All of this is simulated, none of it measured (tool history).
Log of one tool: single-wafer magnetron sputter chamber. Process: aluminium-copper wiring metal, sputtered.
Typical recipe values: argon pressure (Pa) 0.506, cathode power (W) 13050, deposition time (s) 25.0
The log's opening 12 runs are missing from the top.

run,day,argon pressure (Pa),cathode power (W),deposition time (s),"read-back reference wafer on the same gauge, thickness_nm",mean film thickness on the monitor wafer (Å)
# day 55.179: sputter target and shields replaced
13,55.758,0.506,10200,27.0,578.140,4386.27
# day 59.033: capacitance manometer re-zeroed and calibrated
14,59.671,0.506,13050,25.0,577.748,5099.01
15,62.725,0.690,11350,23.0,578.565,3610.90
16,65.475,0.506,13050,25.0,577.921,5133.09
# day 65.742: gauge calibrated
17,68.938,0.506,13050,25.0,578.338,5150.73
18,71.688,0.506,16250,25.0,578.009,6414.04
19,76.021,0.506,15250,23.2,577.976,5593.80
20,78.400,0.506,13050,25.0,578.038,5144.77
21,79.917,0.506,13050,25.0,578.304,5143.20
22,81.946,0.506,13050,25.0,577.924,5145.39
23,85.721,0.349,15350,25.0,578.267,6809.83
24,88.904,0.422,13050,21.8,577.991,4768.56
25,91.333,0.506,13050,25.0,578.144,5179.59
26,94.062,0.648,14450,23.7,578.443,4943.80
# day 95.275: sputter target and shields replaced
27,96.588,0.377,14650,22.2,578.094,5664.74
28,99.979,0.359,14500,20.6,577.792,5267.09
# day 101.588: capacitance manometer re-zeroed and calibrated
29,104.171,0.318,13050,25.0,577.989,5828.53
30,111.525,0.506,13050,25.0,577.717,5124.18
31,116.012,0.619,13050,25.0,577.499,4700.08
32,119.079,0.506,13050,25.0,577.602,5150.41
33,122.046,0.332,13050,22.9,578.124,5309.22
34,126.162,0.664,13050,20.7,577.400,3824.16

Consider 4 possible next runs. They are alternatives, not a sequence: every one starts from the tool as it was left by run 34. What does each give?
A,126.179,0.506,13050,25.0,?,?
B,126.179,0.317,13050,20.8,?,?
C,126.179,0.506,13050,27.1,?,?
D,126.179,0.696,15300,22.2,?,?

run,"read-back reference wafer on the same gauge, thickness_nm",mean film thickness on the monitor wafer (Å)
A,577.929,5125.45
B,577.929,4880.38
C,577.929,5555.99
D,577.929,4691.70
Without the tool's hidden state the same runs would have given:
run,mean film thickness on the monitor wafer (Å)
A,5092.46
B,4864.45
C,5520.23
D,4648.23
